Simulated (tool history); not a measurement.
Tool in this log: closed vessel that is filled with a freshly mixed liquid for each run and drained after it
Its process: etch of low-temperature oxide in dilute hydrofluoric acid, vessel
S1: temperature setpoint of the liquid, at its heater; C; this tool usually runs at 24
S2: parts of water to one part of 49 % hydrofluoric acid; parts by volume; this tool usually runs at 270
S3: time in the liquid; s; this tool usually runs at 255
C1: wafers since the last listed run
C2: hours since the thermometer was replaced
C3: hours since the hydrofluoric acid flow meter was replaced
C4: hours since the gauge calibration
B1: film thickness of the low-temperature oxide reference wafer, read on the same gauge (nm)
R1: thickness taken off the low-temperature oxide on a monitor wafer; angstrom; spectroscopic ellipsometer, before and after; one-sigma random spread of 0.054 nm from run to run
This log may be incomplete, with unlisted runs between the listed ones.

Run 1, hour 0: usual settings but S2 360 parts by volume; C1 0; C2 1668.8; C3 1016.8; C4 129.8; B1 130.02. Result: R1 104.9 angstrom.
Run 2, hour 62.1: usual settings but S2 360 parts by volume; C1 3418; C2 1730.9; C3 1078.9; C4 191.9; B1 130.01. Result: R1 105.2 angstrom.
Run 3, hour 123.9: usual settings but S2 360 parts by volume; C1 3402; C2 1792.7; C3 1140.7; C4 253.7; B1 129.97. Result: R1 105.2 angstrom.
Run 4, hour 156.2: usual settings; C1 1778; C2 1825; C3 1173; C4 286; B1 130.01. Result: R1 152.3 angstrom.
Run 5, hour 197.6: usual settings; C1 2279; C2 1866.4; C3 1214.4; C4 327.4; B1 129.98. Result: R1 153.5 angstrom.
Run 6, hour 234.3: usual settings; C1 2020; C2 1903.1; C3 1251.1; C4 364.1; B1 129.96. Result: R1 153.2 angstrom.
Run 7, hour 270.3: usual settings; C1 1981; C2 1939.1; C3 1287.1; C4 400.1; B1 129.99. Result: R1 153.5 angstrom.
Run 8, hour 341.3: usual settings; C1 3908; C2 2010.1; C3 1358.1; C4 471.1; B1 129.98. Result: R1 153.6 angstrom.
Run 9, hour 371.6: usual settings; C1 1668; C2 2040.4; C3 1388.4; C4 501.4; B1 129.97. Result: R1 154 angstrom.
At hour 386.7: hydrofluoric acid flow meter replaced.
Run 10, hour 417.7: usual settings but S3 140 s; C1 2482; C2 2086.5; C3 31; C4 547.5; B1 130.02. Result: R1 81.3 angstrom.
At hour 421.5: gauge calibrated.
Run 11, hour 451.9: usual settings but S1 22 C, S2 205 parts by volume, S3 300 s; C1 1882; C2 2120.7; C3 65.2; C4 30.4; B1 129.99. Result: R1 226 angstrom.
Run 12, hour 496.3: usual settings; C1 2444; C2 2165.1; C3 109.6; C4 74.8; B1 129.97. Result: R1 147.8 angstrom.
Run 13, hour 541.7: usual settings; C1 2499; C2 2210.5; C3 155; C4 120.2; B1 129.99. Result: R1 148.2 angstrom.
Run 14, hour 584.3: usual settings but S1 25.5 C, S2 155 parts by volume, S3 335 s; C1 2345; C2 2253.1; C3 197.6; C4 162.8; B1 129.99. Result: R1 407.4 angstrom.
At hour 617.8: thermometer replaced.
Run 15, hour 643.2: usual settings but S3 340 s; C1 3187; C2 25.4; C3 256.5; C4 221.7; B1 130. Result: R1 199.3 angstrom.
Run 16, hour 674: usual settings but S2 170 parts by volume, S3 325 s; C1 1695; C2 56.2; C3 287.3; C4 252.5; B1 129.99. Result: R1 333.5 angstrom.
Run 17, hour 730.2: usual settings but S1 28.5 C, S3 190 s; C1 3094; C2 112.4; C3 343.5; C4 308.7; B1 130.01. Result: R1 129.6 angstrom.
Run 18, hour 778.4: usual settings but S2 355 parts by volume; C1 2653; C2 160.6; C3 391.7; C4 356.9; B1 129.96. Result: R1 104.8 angstrom.
Run 19, hour 808.2: usual settings but S1 25.5 C, S2 325 parts by volume; C1 1640; C2 190.4; C3 421.5; C4 386.7; B1 130. Result: R1 124.7 angstrom.
Run 20, hour 856.4: usual settings but S2 360 parts by volume; C1 2653; C2 238.6; C3 469.7; C4 434.9; B1 130. Result: R1 103.4 angstrom.
Run 21, hour 903.1: usual settings; C1 2571; C2 285.3; C3 516.4; C4 481.6; B1 130.01. Result: R1 150.1 angstrom.

Measured result minus the same run's result without the hidden state. Both carry the same run-to-run variation, though not necessarily the same gauge scatter:
The hidden state here: liquid hotter than its thermometer reads (K); hydrofluoric acid flow above the setpoint (%); gauge reads high (%).
run    R1
  1  +3.9
  2  +4.1
  3  +4.3
  4  +6.1
  5  +6.4
  6  +6.6
  7  +6.7
  8  +7.1
  9  +7.3
 10  +0.3
 11  +1.1
 12  +0.9
 13  +1.2
 14  +3.5
 15  +2.3
 16  +3.8
 17  +1.9
 18  +1.7
 19  +2.2
 20  +1.9
 21  +2.9
